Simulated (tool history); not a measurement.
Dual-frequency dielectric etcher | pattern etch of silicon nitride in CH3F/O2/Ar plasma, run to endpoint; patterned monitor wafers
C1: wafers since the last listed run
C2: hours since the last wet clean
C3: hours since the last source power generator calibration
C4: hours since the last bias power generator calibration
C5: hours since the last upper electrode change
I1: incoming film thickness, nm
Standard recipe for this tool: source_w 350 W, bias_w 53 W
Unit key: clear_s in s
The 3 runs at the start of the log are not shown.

{"run": 4, "hour": 81.1, "source_w": 350, "bias_w": 53, "C1": 278, "C2": 360.3, "C3": 2961.3, "C4": 2709.0, "C5": 5297.1, "I1": 20.02, "clear_s": 34.7}
{"run": 5, "hour": 94.0, "source_w": 350, "bias_w": 53, "C1": 137, "C2": 373.2, "C3": 2974.2, "C4": 2721.9, "C5": 5310.0, "I1": 20.01, "clear_s": 34.5}
{"run": 6, "hour": 110.3, "source_w": 350, "bias_w": 53, "C1": 173, "C2": 389.5, "C3": 2990.5, "C4": 2738.2, "C5": 5326.3, "I1": 19.95, "clear_s": 34.5}
{"hour": 149.4, "done": "wet clean of the chamber"}
{"run": 7, "hour": 149.9, "source_w": 390, "bias_w": 53, "C1": 166, "C2": 0.5, "C3": 3030.1, "C4": 2777.8, "C5": 5365.9, "I1": 19.88, "clear_s": 31.1}
{"run": 8, "hour": 150.2, "source_w": 380, "bias_w": 53, "C1": 3, "C2": 0.8, "C3": 3030.4, "C4": 2778.1, "C5": 5366.2, "I1": 19.72, "clear_s": 30.9}
{"run": 9, "hour": 178.8, "source_w": 380, "bias_w": 53, "C1": 304, "C2": 29.4, "C3": 3059.0, "C4": 2806.7, "C5": 5394.8, "I1": 19.79, "clear_s": 31.2}
{"run": 10, "hour": 196.1, "source_w": 380, "bias_w": 53, "C1": 184, "C2": 46.7, "C3": 3076.3, "C4": 2824.0, "C5": 5412.1, "I1": 19.68, "clear_s": 31.3}
{"run": 11, "hour": 222.5, "source_w": 410, "bias_w": 53, "C1": 281, "C2": 73.1, "C3": 3102.7, "C4": 2850.4, "C5": 5438.5, "I1": 19.78, "clear_s": 30.4}
{"run": 12, "hour": 234.9, "source_w": 350, "bias_w": 53, "C1": 132, "C2": 85.5, "C3": 3115.1, "C4": 2862.8, "C5": 5450.9, "I1": 19.54, "clear_s": 32.0}
{"run": 13, "hour": 270.4, "source_w": 350, "bias_w": 53, "C1": 378, "C2": 121.0, "C3": 3150.6, "C4": 2898.3, "C5": 5486.4, "I1": 19.92, "clear_s": 32.8}
{"hour": 303.0, "done": "wet clean of the chamber, repeated, since the last time left the tool worse"}
{"run": 14, "hour": 303.5, "source_w": 350, "bias_w": 53, "C1": 97, "C2": 0.5, "C3": 3183.7, "C4": 2931.4, "C5": 5519.5, "I1": 19.99, "clear_s": 33.8}
{"run": 15, "hour": 311.4, "source_w": 350, "bias_w": 53, "C1": 84, "C2": 8.4, "C3": 3191.6, "C4": 2939.3, "C5": 5527.4, "I1": 19.94, "clear_s": 33.8}
{"hour": 323.6, "done": "bias power generator calibrated"}
{"run": 16, "hour": 338.0, "source_w": 350, "bias_w": 53, "C1": 240, "C2": 35.0, "C3": 3218.2, "C4": 14.4, "C5": 5554.0, "I1": 19.56, "clear_s": 32.9}
{"run": 17, "hour": 352.3, "source_w": 330, "bias_w": 59, "C1": 152, "C2": 49.3, "C3": 3232.5, "C4": 28.7, "C5": 5568.3, "I1": 19.74, "clear_s": 32.8}
{"hour": 393.7, "done": "upper electrode replaced"}
{"run": 18, "hour": 394.2, "source_w": 330, "bias_w": 49, "C1": 190, "C2": 91.2, "C3": 3274.4, "C4": 70.6, "C5": 0.5, "I1": 19.83, "clear_s": 35.3}
{"run": 19, "hour": 417.2, "source_w": 380, "bias_w": 53, "C1": 245, "C2": 114.2, "C3": 3297.4, "C4": 93.6, "C5": 23.5, "I1": 19.73, "clear_s": 32.4}
{"hour": 435.6, "done": "source power generator calibrated"}
{"run": 20, "hour": 441.1, "source_w": 270, "bias_w": 59, "C1": 212, "C2": 138.1, "C3": 5.5, "C4": 117.5, "C5": 47.4, "I1": 19.9, "clear_s": 35.9}
{"run": 21, "hour": 467.9, "source_w": 350, "bias_w": 49, "C1": 285, "C2": 164.9, "C3": 32.3, "C4": 144.3, "C5": 74.2, "I1": 19.94, "clear_s": 34.5}

What will run 22 give?
{"run": 22, "hour": 499.4, "source_w": 430, "bias_w": 56, "C1": 335, "C2": 196.4, "C3": 63.8, "C4": 175.8, "C5": 105.7, "I1": 20.02, "clear_s": "?"}

{"run 22": {"clear_s": 31.0}}
With the hidden condition absent and the run-to-run variation left alone, this run would have shown clear_s 30.8 s.

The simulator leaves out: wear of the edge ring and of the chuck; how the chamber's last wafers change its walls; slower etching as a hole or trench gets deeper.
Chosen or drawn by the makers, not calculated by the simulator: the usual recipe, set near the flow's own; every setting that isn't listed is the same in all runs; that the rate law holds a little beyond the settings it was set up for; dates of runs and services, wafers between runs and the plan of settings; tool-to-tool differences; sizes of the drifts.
